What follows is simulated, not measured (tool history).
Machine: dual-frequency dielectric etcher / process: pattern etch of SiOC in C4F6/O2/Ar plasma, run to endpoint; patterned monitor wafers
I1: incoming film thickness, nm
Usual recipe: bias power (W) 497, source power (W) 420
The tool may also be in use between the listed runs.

run 1 hour=0 | bias_power_(W)=430 source_power_(W)=360 | I1=47.94 | endpoint_time_(s)=18.7
run 2 hour=16.8 | bias_power_(W)=497 source_power_(W)=420 | I1=48.49 | endpoint_time_(s)=17.3
run 3 hour=27.5 | bias_power_(W)=497 source_power_(W)=420 | I1=48.88 | endpoint_time_(s)=17.6
run 4 hour=33.9 | bias_power_(W)=497 source_power_(W)=420 | I1=47.93 | endpoint_time_(s)=17.2
run 5 hour=79.2 | bias_power_(W)=497 source_power_(W)=420 | I1=48.41 | endpoint_time_(s)=17
run 6 hour=95.9 | bias_power_(W)=497 source_power_(W)=420 | I1=48.34 | endpoint_time_(s)=17.4
run 7 hour=107.2 | bias_power_(W)=497 source_power_(W)=360 | I1=47.85 | endpoint_time_(s)=17.9
-- hour=114.6 bias power generator calibrated
run 8 hour=121.1 | bias_power_(W)=497 source_power_(W)=490 | I1=48.18 | endpoint_time_(s)=16.5
-- hour=156.2 upper electrode replaced
run 9 hour=156.7 | bias_power_(W)=497 source_power_(W)=490 | I1=48.25 | endpoint_time_(s)=16.4
run 10 hour=157 | bias_power_(W)=497 source_power_(W)=420 | I1=47.99 | endpoint_time_(s)=17.3
run 11 hour=173 | bias_power_(W)=497 source_power_(W)=420 | I1=48.48 | endpoint_time_(s)=17.2
run 12 hour=186.1 | bias_power_(W)=497 source_power_(W)=420 | I1=48.45 | endpoint_time_(s)=17.4
run 13 hour=196.5 | bias_power_(W)=497 source_power_(W)=390 | I1=48.01 | endpoint_time_(s)=17.5
run 14 hour=207.4 | bias_power_(W)=497 source_power_(W)=390 | I1=48.3 | endpoint_time_(s)=17.6
run 15 hour=219 | bias_power_(W)=497 source_power_(W)=420 | I1=48.91 | endpoint_time_(s)=17.5
run 16 hour=227.6 | bias_power_(W)=497 source_power_(W)=420 | I1=48.38 | endpoint_time_(s)=17.2
run 17 hour=240.3 | bias_power_(W)=443 source_power_(W)=420 | I1=48.15 | endpoint_time_(s)=17.8
run 18 hour=248.5 | bias_power_(W)=497 source_power_(W)=420 | I1=48.27 | endpoint_time_(s)=17.2
-- hour=281.4 wet clean of the chamber
run 19 hour=281.9 | bias_power_(W)=573 source_power_(W)=370 | I1=48.77 | endpoint_time_(s)=16.9
run 20 hour=282.2 | bias_power_(W)=497 source_power_(W)=420 | I1=48.87 | endpoint_time_(s)=17.5
run 21 hour=282.5 | bias_power_(W)=567 source_power_(W)=320 | I1=48.5 | endpoint_time_(s)=17.6
run 22 hour=289.8 | bias_power_(W)=557 source_power_(W)=460 | I1=48.25 | endpoint_time_(s)=16.1
run 23 hour=304 | bias_power_(W)=459 source_power_(W)=380 | I1=48.7 | endpoint_time_(s)=18.5
run 24 hour=321.8 | bias_power_(W)=391 source_power_(W)=420 | I1=48.3 | endpoint_time_(s)=19.1
-- hour=326.4 source power generator calibrated
run 25 hour=333.4 | bias_power_(W)=586 source_power_(W)=420 | I1=48.26 | endpoint_time_(s)=16.4
run 26 hour=342 | bias_power_(W)=561 source_power_(W)=420 | I1=47.86 | endpoint_time_(s)=16.3
run 27 hour=357.2 | bias_power_(W)=414 source_power_(W)=340 | I1=48.7 | endpoint_time_(s)=19.4
run 28 hour=365 | bias_power_(W)=440 source_power_(W)=460 | I1=48.53 | endpoint_time_(s)=17.5
run 29 hour=382.5 | bias_power_(W)=406 source_power_(W)=350 | I1=48.28 | endpoint_time_(s)=19.3
run 30 hour=396 | bias_power_(W)=545 source_power_(W)=370 | I1=48.27 | endpoint_time_(s)=17.3
run 31 hour=413.2 | bias_power_(W)=497 source_power_(W)=420 | I1=48.65 | endpoint_time_(s)=17.4
run 32 hour=419.5 | bias_power_(W)=416 source_power_(W)=420 | I1=48.58 | endpoint_time_(s)=18.4
run 33 hour=427.3 | bias_power_(W)=435 source_power_(W)=420 | I1=48.16 | endpoint_time_(s)=18.1
run 34 hour=442.2 | bias_power_(W)=544 source_power_(W)=380 | I1=48.35 | endpoint_time_(s)=17.1
run 35 hour=456.8 | bias_power_(W)=497 source_power_(W)=420 | I1=48.61 | endpoint_time_(s)=17.6
run 36 hour=469.3 | bias_power_(W)=400 source_power_(W)=350 | I1=48.99 | endpoint_time_(s)=19.7
run 37 hour=483.9 | bias_power_(W)=497 source_power_(W)=420 | I1=47.99 | endpoint_time_(s)=17.1

Alternative continuations, all from the tool just after run 37; predict every row:
run A hour=484.3 | bias_power_(W)=546 source_power_(W)=420 | I1=48.91 | endpoint_time_(s)=?
run B hour=484.3 | bias_power_(W)=497 source_power_(W)=460 | I1=48.91 | endpoint_time_(s)=?
run C hour=484.3 | bias_power_(W)=579 source_power_(W)=450 | I1=48.91 | endpoint_time_(s)=?

run=A endpoint_time_(s)=17.1
run=B endpoint_time_(s)=17.3
run=C endpoint_time_(s)=16.5
What these runs would have given with no unlogged condition in the tool:
run=A endpoint_time_(s)=17.1
run=B endpoint_time_(s)=17.3
run=C endpoint_time_(s)=16.5
